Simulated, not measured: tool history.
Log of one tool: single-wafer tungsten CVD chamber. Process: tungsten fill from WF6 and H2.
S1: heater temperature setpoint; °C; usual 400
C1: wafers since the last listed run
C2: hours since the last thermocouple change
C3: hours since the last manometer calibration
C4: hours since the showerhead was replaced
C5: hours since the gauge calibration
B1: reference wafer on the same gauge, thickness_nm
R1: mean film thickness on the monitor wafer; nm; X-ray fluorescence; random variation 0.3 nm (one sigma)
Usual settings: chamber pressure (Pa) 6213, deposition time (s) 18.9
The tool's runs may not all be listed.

Run 1, hour 0: usual settings but chamber pressure (Pa) 6533; C1 0; C2 170.4; C3 577.7; C4 6012.1; C5 1678.8; B1 55.259. Result: R1 62.646 nm.
Run 2, hour 30.1: usual settings but chamber pressure (Pa) 6533; C1 648; C2 200.5; C3 607.8; C4 6042.2; C5 1708.9; B1 55.385. Result: R1 62.846 nm.
Run 3, hour 87.8: usual settings but chamber pressure (Pa) 6533; C1 1243; C2 258.2; C3 665.5; C4 6099.9; C5 1766.6; B1 55.153. Result: R1 62.908 nm.
Run 4, hour 145.9: usual settings but deposition time (s) 21.5; C1 1252; C2 316.3; C3 723.6; C4 6158; C5 1824.7; B1 55.165. Result: R1 70.178 nm.
Run 5, hour 174.4: usual settings but deposition time (s) 21.5; C1 614; C2 344.8; C3 752.1; C4 6186.5; C5 1853.2; B1 55.025. Result: R1 69.961 nm.
At hour 233: capacitance manometer re-zeroed and calibrated.
Run 6, hour 238.1: usual settings but deposition time (s) 21.5; C1 1200; C2 408.5; C3 5.1; C4 6250.2; C5 1916.9; B1 54.984. Result: R1 69.867 nm.
Run 7, hour 270.8: usual settings; C1 704; C2 441.2; C3 37.8; C4 6282.9; C5 1949.6; B1 54.925. Result: R1 62.212 nm.
Run 8, hour 302.1: usual settings but S1 395 °C, chamber pressure (Pa) 7373; C1 674; C2 472.5; C3 69.1; C4 6314.2; C5 1980.9; B1 54.923. Result: R1 58.481 nm.
Run 9, hour 330.8: usual settings but S1 405 °C, deposition time (s) 20.2; C1 618; C2 501.2; C3 97.8; C4 6342.9; C5 2009.6; B1 54.912. Result: R1 72.625 nm.
Run 10, hour 384.2: usual settings but S1 405 °C, deposition time (s) 20.2; C1 1150; C2 554.6; C3 151.2; C4 6396.3; C5 2063; B1 54.775. Result: R1 72.386 nm.
At hour 398.4: gauge calibrated.
Run 11, hour 442.5: usual settings; C1 1256; C2 612.9; C3 209.5; C4 6454.6; C5 44.1; B1 57.473. Result: R1 64.622 nm.
Run 12, hour 488.4: usual settings; C1 989; C2 658.8; C3 255.4; C4 6500.5; C5 90; B1 57.446. Result: R1 64.317 nm.
Run 13, hour 541: usual settings; C1 1133; C2 711.4; C3 308; C4 6553.1; C5 142.6; B1 57.301. Result: R1 64.43 nm.
Run 14, hour 602.4: usual settings but S1 387 °C; C1 1323; C2 772.8; C3 369.4; C4 6614.5; C5 204; B1 57.142. Result: R1 48.316 nm.
Run 15, hour 641.2: usual settings but S1 392 °C, chamber pressure (Pa) 4840, deposition time (s) 17.6; C1 836; C2 811.6; C3 408.2; C4 6653.3; C5 242.8; B1 57.059. Result: R1 46.568 nm.
Run 16, hour 707.6: usual settings but S1 412 °C, chamber pressure (Pa) 7399, deposition time (s) 17.5; C1 1431; C2 878; C3 474.6; C4 6719.7; C5 309.2; B1 57.127. Result: R1 80.176 nm.
Run 17, hour 758.4: usual settings but S1 390 °C, chamber pressure (Pa) 5293, deposition time (s) 20.8; C1 1094; C2 928.8; C3 525.4; C4 6770.5; C5 360; B1 57.05. Result: R1 54.006 nm.
At hour 803.4: thermocouple changed; heater temperature recalibrated.
Run 18, hour 933.5: usual settings but deposition time (s) 22.3; C1 3601; C2 130.1; C3 700.5; C4 6945.6; C5 535.1; B1 56.797. Result: R1 75.136 nm.
Run 19, hour 960.3: usual settings but S1 411 °C, chamber pressure (Pa) 7333; C1 577; C2 156.9; C3 727.3; C4 6972.4; C5 561.9; B1 56.646. Result: R1 83.852 nm.
Run 20, hour 1019.9: usual settings; C1 1284; C2 216.5; C3 786.9; C4 7032; C5 621.5; B1 56.638. Result: R1 63.911 nm.
Run 21, hour 1061.1: usual settings; C1 888; C2 257.7; C3 828.1; C4 7073.2; C5 662.7; B1 56.512. Result: R1 63.322 nm.
Run 22, hour 1129.1: usual settings but deposition time (s) 15.3; C1 1465; C2 325.7; C3 896.1; C4 7141.2; C5 730.7; B1 56.524. Result: R1 51.446 nm.
At hour 1163.6: showerhead replaced.
Run 23, hour 1183.3: usual settings; C1 995; C2 379.9; C3 950.3; C4 19.7; C5 784.9; B1 56.443. Result: R1 62.896 nm.
At hour 1205.5: capacitance manometer re-zeroed and calibrated.
Run 24, hour 1235.9: usual settings but S1 414 °C, deposition time (s) 22.2; C1 961; C2 432.5; C3 30.4; C4 72.3; C5 837.5; B1 56.413. Result: R1 97.581 nm.
Run 25, hour 1279.8: usual settings; C1 946; C2 476.4; C3 74.3; C4 116.2; C5 881.4; B1 56.376. Result: R1 63.274 nm.
Run 26, hour 1347.1: usual settings but S1 387 °C, chamber pressure (Pa) 5386, deposition time (s) 15.5; C1 1450; C2 543.7; C3 141.6; C4 183.5; C5 948.7; B1 56.29. Result: R1 37.479 nm.
Run 27, hour 1405.5: usual settings but chamber pressure (Pa) 5760; C1 1258; C2 602.1; C3 200; C4 241.9; C5 1007.1; B1 56.154. Result: R1 61.333 nm.
Run 28, hour 1449: usual settings; C1 937; C2 645.6; C3 243.5; C4 285.4; C5 1050.6; B1 56.081. Result: R1 62.809 nm.
Run 29, hour 1478.6: usual settings; C1 638; C2 675.2; C3 273.1; C4 315; C5 1080.2; B1 56.13. Result: R1 63.057 nm.
Run 30, hour 1520.6: usual settings; C1 905; C2 717.2; C3 315.1; C4 357; C5 1122.2; B1 56.02. Result: R1 62.116 nm.
Run 31, hour 1545.4: usual settings but S1 390 °C, chamber pressure (Pa) 7599, deposition time (s) 20.8; C1 534; C2 742; C3 339.9; C4 381.8; C5 1147; B1 56.036. Result: R1 59.887 nm.
Run 32, hour 1598.3: usual settings but S1 410 °C, chamber pressure (Pa) 7053, deposition time (s) 15.5; C1 1140; C2 794.9; C3 392.8; C4 434.7; C5 1199.9; B1 56.007. Result: R1 65.782 nm.
Run 33, hour 1656.3: usual settings but S1 385 °C; C1 1250; C2 852.9; C3 450.8; C4 492.7; C5 1257.9; B1 55.993. Result: R1 45.384 nm.
At hour 1822.6: thermocouple changed; heater temperature recalibrated.
Run 34, hour 1846.4: usual settings but S1 414 °C, chamber pressure (Pa) 6853, deposition time (s) 17.3; C1 3925; C2 23.8; C3 640.9; C4 682.8; C5 1448; B1 55.644. Result: R1 77.681 nm.
Run 35, hour 1907.3: usual settings but S1 395 °C, deposition time (s) 20.2; C1 1312; C2 84.7; C3 701.8; C4 743.7; C5 1508.9; B1 55.588. Result: R1 60.075 nm.

The tool's hidden state at each run:
wafer temperature above the value expected at the setpoint (K): 0 in every run
true pressure above the setpoint (%): 0 in every run
H1: gauge reads high (%)
run       H1
  1    -3.41
  2    -3.48
  3     -3.6
  4    -3.73
  5    -3.79
  6    -3.93
  7       -4
  8    -4.06
  9    -4.13
 10    -4.24
 11    0.333
 12    0.234
 13    0.121
 14  -0.0109
 15  -0.0943
 16   -0.237
 17   -0.346
 18   -0.723
 19    -0.78
 20   -0.909
 21   -0.997
 22    -1.14
 23    -1.26
 24    -1.37
 25    -1.47
 26    -1.61
 27    -1.74
 28    -1.83
 29    -1.89
 30    -1.99
 31    -2.04
 32    -2.15
 33    -2.28
 34    -2.69
 35    -2.82
